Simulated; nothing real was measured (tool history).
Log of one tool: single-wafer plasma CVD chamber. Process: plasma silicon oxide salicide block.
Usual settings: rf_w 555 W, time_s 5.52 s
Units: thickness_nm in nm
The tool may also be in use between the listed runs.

run	hour	rf_w	time_s	read-back reference wafer on the same gauge, thickness_nm	thickness_nm
1	0	555	5.52	55.127	50.614
2	32.7	555	5.52	55.08	50.325
3	51.2	555	5.52	55.137	50.329
4	86.3	625	5.52	55.106	51.669
5	115.4	625	5.52	55.103	51.622
6	138.5	555	5.52	55.118	50.189
7	165.1	555	5.52	55.105	50.097
8	186.9	555	5.52	55.064	50.338
9	222.2	555	5.52	55.101	50.083
10	235.4	555	5.52	55.088	50.176
# hour 248.2: gauge calibrated
11	270.8	555	5.52	55.13	49.996
12	283.7	555	6.52	55.104	59.181
# hour 300: showerhead replaced
13	304	470	5.89	55.128	51.577
14	317.8	605	5.52	55.092	50.864
15	339.5	455	4.78	55.102	41.735
# hour 348.5: RF generator calibrated
16	370.3	555	5.52	55.111	50.867
17	388.1	665	6.61	55.099	63.358
18	407.5	555	5.17	55.092	47.568
19	441.3	460	4.74	55.09	42.167
20	469.5	555	4.57	55.076	41.897
21	488.8	555	5.52	55.061	50.533

Forecast run 22:
22	510.6	615	5.11	?	?

Run 22 gave read-back reference wafer on the same gauge, thickness_nm 55.121, thickness_nm 48.049 nm.
Without the tool's hidden state the same run would have given thickness_nm 48.112 nm.
